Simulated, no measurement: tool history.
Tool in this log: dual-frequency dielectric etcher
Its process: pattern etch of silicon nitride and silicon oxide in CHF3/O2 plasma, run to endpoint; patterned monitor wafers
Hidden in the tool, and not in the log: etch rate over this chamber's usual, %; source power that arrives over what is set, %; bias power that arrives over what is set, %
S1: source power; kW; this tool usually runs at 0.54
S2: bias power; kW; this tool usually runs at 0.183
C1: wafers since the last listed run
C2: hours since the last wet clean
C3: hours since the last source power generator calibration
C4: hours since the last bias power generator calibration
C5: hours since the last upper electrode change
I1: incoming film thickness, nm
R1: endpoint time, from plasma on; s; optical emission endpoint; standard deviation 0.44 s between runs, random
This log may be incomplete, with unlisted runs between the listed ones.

run 1 hour=0 | S1=0.54 S2=0.183 | C1=0 C2=93.3 C3=3549.3 C4=3280.7 C5=4380.8 | I1=200.2 | R1=147.3
run 2 hour=34 | S1=0.54 S2=0.183 | C1=215 C2=127.3 C3=3583.3 C4=3314.7 C5=4414.8 | I1=199.9 | R1=148.1
run 3 hour=60 | S1=0.54 S2=0.183 | C1=165 C2=153.3 C3=3609.3 C4=3340.7 C5=4440.8 | I1=199.8 | R1=148.4
run 4 hour=94.2 | S1=0.54 S2=0.183 | C1=217 C2=187.5 C3=3643.5 C4=3374.9 C5=4475 | I1=197.5 | R1=147.5
run 5 hour=110.3 | S1=0.54 S2=0.183 | C1=102 C2=203.6 C3=3659.6 C4=3391 C5=4491.1 | I1=197.9 | R1=147.9
run 6 hour=143.7 | S1=0.54 S2=0.183 | C1=212 C2=237 C3=3693 C4=3424.4 C5=4524.5 | I1=200.4 | R1=149.7
run 7 hour=156.9 | S1=0.54 S2=0.183 | C1=83 C2=250.2 C3=3706.2 C4=3437.6 C5=4537.7 | I1=198.7 | R1=147.5
run 8 hour=185.9 | S1=0.54 S2=0.183 | C1=184 C2=279.2 C3=3735.2 C4=3466.6 C5=4566.7 | I1=199.6 | R1=150.1
-- hour=213.6 source power generator calibrated
run 9 hour=216.9 | S1=0.54 S2=0.183 | C1=171 C2=310.2 C3=3.3 C4=3497.6 C5=4597.7 | I1=199.8 | R1=149.9
run 10 hour=273.5 | S1=0.54 S2=0.183 | C1=359 C2=366.8 C3=59.9 C4=3554.2 C5=4654.3 | I1=196.2 | R1=147.6
run 11 hour=304.8 | S1=0.62 S2=0.183 | C1=198 C2=398.1 C3=91.2 C4=3585.5 C5=4685.6 | I1=196.9 | R1=142.8
run 12 hour=322.9 | S1=0.54 S2=0.183 | C1=114 C2=416.2 C3=109.3 C4=3603.6 C5=4703.7 | I1=199.5 | R1=150.9
run 13 hour=347.1 | S1=0.42 S2=0.146 | C1=153 C2=440.4 C3=133.5 C4=3627.8 C5=4727.9 | I1=197.2 | R1=173.5
run 14 hour=382.2 | S1=0.47 S2=0.224 | C1=222 C2=475.5 C3=168.6 C4=3662.9 C5=4763 | I1=197.9 | R1=142.9
run 15 hour=410.2 | S1=0.6 S2=0.17 | C1=177 C2=503.5 C3=196.6 C4=3690.9 C5=4791 | I1=199.9 | R1=150.9
-- hour=429.9 bias power generator calibrated
-- hour=446.3 upper electrode replaced
run 16 hour=446.8 | S1=0.47 S2=0.225 | C1=102 C2=540.1 C3=233.2 C4=16.9 C5=0.5 | I1=197.4 | R1=142.7
run 17 hour=447.2 | S1=0.54 S2=0.183 | C1=2 C2=540.5 C3=233.6 C4=17.3 C5=0.9 | I1=199.8 | R1=151.4
-- hour=487.8 wet clean of the chamber
run 18 hour=488.3 | S1=0.68 S2=0.17 | C1=108 C2=0.5 C3=274.7 C4=58.4 C5=42 | I1=198.2 | R1=141.4
run 19 hour=493.4 | S1=0.64 S2=0.166 | C1=32 C2=5.6 C3=279.8 C4=63.5 C5=47.1 | I1=197.2 | R1=145
run 20 hour=508.4 | S1=0.54 S2=0.183 | C1=95 C2=20.6 C3=294.8 C4=78.5 C5=62.1 | I1=198.2 | R1=146.3
run 21 hour=538.1 | S1=0.48 S2=0.158 | C1=188 C2=50.3 C3=324.5 C4=108.2 C5=91.8 | I1=197.4 | R1=159.5
run 22 hour=561.6 | S1=0.61 S2=0.2 | C1=149 C2=73.8 C3=348 C4=131.7 C5=115.3 | I1=197.5 | R1=136
run 23 hour=574.5 | S1=0.42 S2=0.171 | C1=81 C2=86.7 C3=360.9 C4=144.6 C5=128.2 | I1=196.9 | R1=159.6
run 24 hour=603.5 | S1=0.6 S2=0.213 | C1=184 C2=115.7 C3=389.9 C4=173.6 C5=157.2 | I1=197.6 | R1=133.5
run 25 hour=620.9 | S1=0.6 S2=0.183 | C1=110 C2=133.1 C3=407.3 C4=191 C5=174.6 | I1=200.2 | R1=144.2
run 26 hour=647.2 | S1=0.54 S2=0.183 | C1=166 C2=159.4 C3=433.6 C4=217.3 C5=200.9 | I1=198.3 | R1=148
run 27 hour=683.1 | S1=0.42 S2=0.183 | C1=227 C2=195.3 C3=469.5 C4=253.2 C5=236.8 | I1=197.9 | R1=157.1
run 28 hour=712.7 | S1=0.62 S2=0.162 | C1=187 C2=224.9 C3=499.1 C4=282.8 C5=266.4 | I1=200.8 | R1=151.9
run 29 hour=812.4 | S1=0.6 S2=0.157 | C1=632 C2=324.6 C3=598.8 C4=382.5 C5=366.1 | I1=198.2 | R1=154
run 30 hour=828.2 | S1=0.54 S2=0.183 | C1=100 C2=340.4 C3=614.6 C4=398.3 C5=381.9 | I1=195.8 | R1=147.1
run 31 hour=850.8 | S1=0.54 S2=0.183 | C1=143 C2=363 C3=637.2 C4=420.9 C5=404.5 | I1=196.3 | R1=148.1
run 32 hour=875.1 | S1=0.41 S2=0.217 | C1=154 C2=387.3 C3=661.5 C4=445.2 C5=428.8 | I1=197.6 | R1=148.3
run 33 hour=887.6 | S1=0.59 S2=0.228 | C1=79 C2=399.8 C3=674 C4=457.7 C5=441.3 | I1=197.1 | R1=131.9
run 34 hour=911.6 | S1=0.54 S2=0.198 | C1=152 C2=423.8 C3=698 C4=481.7 C5=465.3 | I1=196.2 | R1=142.6
run 35 hour=928.8 | S1=0.6 S2=0.205 | C1=109 C2=441 C3=715.2 C4=498.9 C5=482.5 | I1=197.2 | R1=138.7
run 36 hour=942.7 | S1=0.54 S2=0.183 | C1=88 C2=454.9 C3=729.1 C4=512.8 C5=496.4 | I1=197.9 | R1=149.5

Forecast each of these 3 alternatives for the next run:
run A hour=943.2 | S1=0.45 S2=0.183 | C1=3 C2=455.4 C3=729.6 C4=513.3 C5=496.9 | I1=200.7 | R1=?
run B hour=943.2 | S1=0.45 S2=0.215 | C1=3 C2=455.4 C3=729.6 C4=513.3 C5=496.9 | I1=200.7 | R1=?
run C hour=943.2 | S1=0.4 S2=0.167 | C1=3 C2=455.4 C3=729.6 C4=513.3 C5=496.9 | I1=200.7 | R1=?

run=A R1=158.7
run=B R1=148.6
run=C R1=169.3
With the hidden condition removed and each run's random variation left untouched, the same runs would have given:
run=A R1=154.5
run=B R1=144.8
run=C R1=164.9
